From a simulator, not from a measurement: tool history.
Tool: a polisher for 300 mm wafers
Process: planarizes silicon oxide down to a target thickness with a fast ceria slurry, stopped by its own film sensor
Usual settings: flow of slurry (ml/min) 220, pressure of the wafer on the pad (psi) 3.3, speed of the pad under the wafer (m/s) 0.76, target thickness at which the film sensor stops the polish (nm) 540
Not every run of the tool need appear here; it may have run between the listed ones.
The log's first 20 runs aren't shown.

| run | hour | flow of slurry (ml/min) | pressure of the wafer on the pad (psi) | speed of the pad under the wafer (m/s) | target thickness at which the film sensor stops the polish (nm) | incoming thickness of the incoming film, nm | time until the film sensor stopped the polish (s) |
|---|---|---|---|---|---|---|---|
| 21 | 1795.1 | 220 | 3.3 | 0.76 | 540 | 1392.7 | 73.7 |
| 22 | 1880.9 | 275 | 3.3 | 0.76 | 540 | 1409.9 | 71.2 |
| 23 | 1957.3 | 220 | 3.3 | 0.62 | 809 | 1418.1 | 64.8 |
| 24 | 2014.3 | 220 | 3.3 | 0.76 | 540 | 1426.4 | 79.5 |
|  | 2072.9 | slurry nozzle cleaned |
| 25 | 2096.5 | 220 | 4 | 0.76 | 330 | 1383.3 | 72.8 |
|  | 2157.5 | worn pad replaced by a new one |
| 26 | 2181.1 | 220 | 3.3 | 0.76 | 652 | 1423.1 | 62.4 |
| 27 | 2221.6 | 220 | 3.3 | 0.76 | 704 | 1422.8 | 58.7 |
| 28 | 2319.2 | 195 | 3.7 | 0.84 | 361 | 1399.5 | 71.9 |
| 29 | 2408.4 | 270 | 4.1 | 0.92 | 655 | 1423.1 | 40.2 |
| 30 | 2447 | 220 | 3.3 | 0.88 | 540 | 1404.1 | 62.2 |
| 31 | 2702.6 | 220 | 3.3 | 0.76 | 540 | 1394.6 | 75.4 |
|  | 2715.1 | worn pad replaced by a new one |
| 32 | 2781.6 | 220 | 2.8 | 0.76 | 439 | 1392.6 | 98.2 |

Here are 5 independent what-if runs from the current tool condition. What would each one return?
| A | 2782 | 220 | 2.7 | 0.76 | 540 | 1381.5 | ? |
| B | 2782 | 245 | 3.8 | 0.76 | 715 | 1381.5 | ? |
| C | 2782 | 155 | 2.5 | 0.94 | 670 | 1381.5 | ? |
| D | 2782 | 270 | 3.3 | 0.76 | 540 | 1381.5 | ? |
| E | 2782 | 220 | 3.3 | 0.54 | 540 | 1381.5 | ? |

| run | time until the film sensor stopped the polish (s) |
|---|---|
| A | 92.9 |
| B | 51.2 |
| C | 74.5 |
| D | 73.3 |
| E | 106.9 |
With the hidden condition removed and each run's random variation left untouched, the same runs would have given:
| run | time until the film sensor stopped the polish (s) |
|---|---|
| A | 87.5 |
| B | 48.6 |
| C | 68.4 |
| D | 69.8 |
| E | 100.7 |

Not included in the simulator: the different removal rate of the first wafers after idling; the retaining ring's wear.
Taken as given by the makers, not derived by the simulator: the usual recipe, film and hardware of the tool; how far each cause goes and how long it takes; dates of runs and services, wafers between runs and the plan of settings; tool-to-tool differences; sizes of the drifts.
